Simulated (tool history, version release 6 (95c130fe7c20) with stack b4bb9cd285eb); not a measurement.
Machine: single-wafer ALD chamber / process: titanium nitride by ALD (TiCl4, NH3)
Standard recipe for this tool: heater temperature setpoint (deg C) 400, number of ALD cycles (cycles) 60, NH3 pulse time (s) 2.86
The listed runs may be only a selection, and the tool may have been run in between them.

| run | hour | heater temperature setpoint (deg C) | number of ALD cycles (cycles) | NH3 pulse time (s) | wafers since the last listed run | hours since the last thermocouple change | hours since the showerhead was replaced | hours since the gauge calibration | read-back reference wafer on the same gauge, thickness_nm | mean film thickness on the monitor wafer (Å) |
|---|---|---|---|---|---|---|---|---|---|---|
| 1 | 0.0 | 400 | 60 | 2.86 | 0 | 748.5 | 5547.5 | 1163.7 | 1.430 | 13.46 |
| 2 | 69.3 | 400 | 60 | 2.86 | 271 | 817.8 | 5616.8 | 1233.0 | 1.431 | 13.53 |
| 3 | 107.9 | 400 | 60 | 3.20 | 151 | 856.4 | 5655.4 | 1271.6 | 1.431 | 13.58 |
| 4 | 279.4 | 400 | 60 | 3.20 | 672 | 1027.9 | 5826.9 | 1443.1 | 1.430 | 13.49 |
| 5 | 319.1 | 400 | 60 | 3.20 | 155 | 1067.6 | 5866.6 | 1482.8 | 1.431 | 13.56 |
| 6 | 384.7 | 400 | 66 | 2.86 | 257 | 1133.2 | 5932.2 | 1548.4 | 1.427 | 14.78 |
| 7 | 420.1 | 400 | 66 | 2.86 | 138 | 1168.6 | 5967.6 | 1583.8 | 1.430 | 14.75 |
| 8 | 466.7 | 400 | 60 | 2.86 | 182 | 1215.2 | 6014.2 | 1630.4 | 1.429 | 13.50 |
| 9 | 526.7 | 400 | 60 | 2.86 | 235 | 1275.2 | 6074.2 | 1690.4 | 1.430 | 13.57 |
| 10 | 563.7 | 400 | 60 | 2.86 | 145 | 1312.2 | 6111.2 | 1727.4 | 1.428 | 13.54 |
| 11 | 592.0 | 400 | 60 | 2.86 | 111 | 1340.5 | 6139.5 | 1755.7 | 1.432 | 13.44 |
| 12 | 637.9 | 400 | 60 | 2.86 | 180 | 1386.4 | 6185.4 | 1801.6 | 1.428 | 13.62 |
| 13 | 670.5 | 400 | 60 | 2.86 | 127 | 1419.0 | 6218.0 | 1834.2 | 1.431 | 13.38 |
|  | 698.2 | thermocouple changed; heater temperature recalibrated |
| 14 | 702.2 | 400 | 60 | 2.86 | 92 | 4.0 | 6249.7 | 1865.9 | 1.430 | 13.50 |
| 15 | 729.1 | 400 | 60 | 2.86 | 105 | 30.9 | 6276.6 | 1892.8 | 1.431 | 13.42 |
| 16 | 795.9 | 410 | 53 | 2.50 | 262 | 97.7 | 6343.4 | 1959.6 | 1.429 | 11.97 |
|  | 798.2 | gauge calibrated |
| 17 | 834.1 | 400 | 60 | 2.86 | 149 | 135.9 | 6381.6 | 35.9 | 1.428 | 13.46 |
| 18 | 903.3 | 407 | 60 | 2.86 | 271 | 205.1 | 6450.8 | 105.1 | 1.430 | 13.46 |
| 19 | 947.4 | 410 | 53 | 2.50 | 172 | 249.2 | 6494.9 | 149.2 | 1.429 | 11.90 |
| 20 | 995.7 | 407 | 66 | 2.86 | 189 | 297.5 | 6543.2 | 197.5 | 1.431 | 14.90 |
| 21 | 1046.4 | 400 | 60 | 2.86 | 198 | 348.2 | 6593.9 | 248.2 | 1.429 | 13.47 |
| 22 | 1085.8 | 400 | 66 | 2.86 | 154 | 387.6 | 6633.3 | 287.6 | 1.431 | 14.78 |
| 23 | 1122.6 | 391 | 57 | 2.86 | 144 | 424.4 | 6670.1 | 324.4 | 1.431 | 12.78 |
|  | 1144.6 | showerhead replaced |
| 24 | 1161.8 | 394 | 64 | 3.52 | 122 | 463.6 | 17.2 | 363.6 | 1.428 | 14.47 |
| 25 | 1359.1 | 400 | 60 | 2.86 | 773 | 660.9 | 214.5 | 560.9 | 1.433 | 13.52 |
| 26 | 1543.8 | 405 | 65 | 2.86 | 724 | 845.6 | 399.2 | 745.6 | 1.432 | 14.68 |
| 27 | 1587.6 | 400 | 60 | 1.85 | 171 | 889.4 | 443.0 | 789.4 | 1.431 | 13.36 |
| 28 | 1627.2 | 400 | 60 | 2.86 | 155 | 929.0 | 482.6 | 829.0 | 1.431 | 13.42 |
| 29 | 1693.9 | 410 | 60 | 2.86 | 261 | 995.7 | 549.3 | 895.7 | 1.432 | 13.55 |
| 30 | 1761.0 | 412 | 60 | 1.77 | 263 | 1062.8 | 616.4 | 962.8 | 1.429 | 13.33 |

5 options for the next run, each taken on its own from the tool as it stands now. Forecast them:
| A | 1761.5 | 400 | 55 | 2.86 | 1 | 1063.3 | 616.9 | 963.3 | ? | ? |
| B | 1761.5 | 386 | 67 | 3.87 | 1 | 1063.3 | 616.9 | 963.3 | ? | ? |
| C | 1761.5 | 411 | 67 | 3.49 | 1 | 1063.3 | 616.9 | 963.3 | ? | ? |
| D | 1761.5 | 400 | 60 | 2.28 | 1 | 1063.3 | 616.9 | 963.3 | ? | ? |
| E | 1761.5 | 389 | 69 | 2.09 | 1 | 1063.3 | 616.9 | 963.3 | ? | ? |

| run | read-back reference wafer on the same gauge, thickness_nm | mean film thickness on the monitor wafer (Å) |
|---|---|---|
| A | 1.430 | 12.32 |
| B | 1.430 | 15.03 |
| C | 1.430 | 15.11 |
| D | 1.430 | 13.33 |
| E | 1.430 | 15.12 |
The same runs, with their run-to-run variation unchanged, on a tool lacking any hidden condition would have given:
| run | mean film thickness on the monitor wafer (Å) |
|---|---|
| A | 12.32 |
| B | 15.03 |
| C | 15.11 |
| D | 13.33 |
| E | 15.12 |
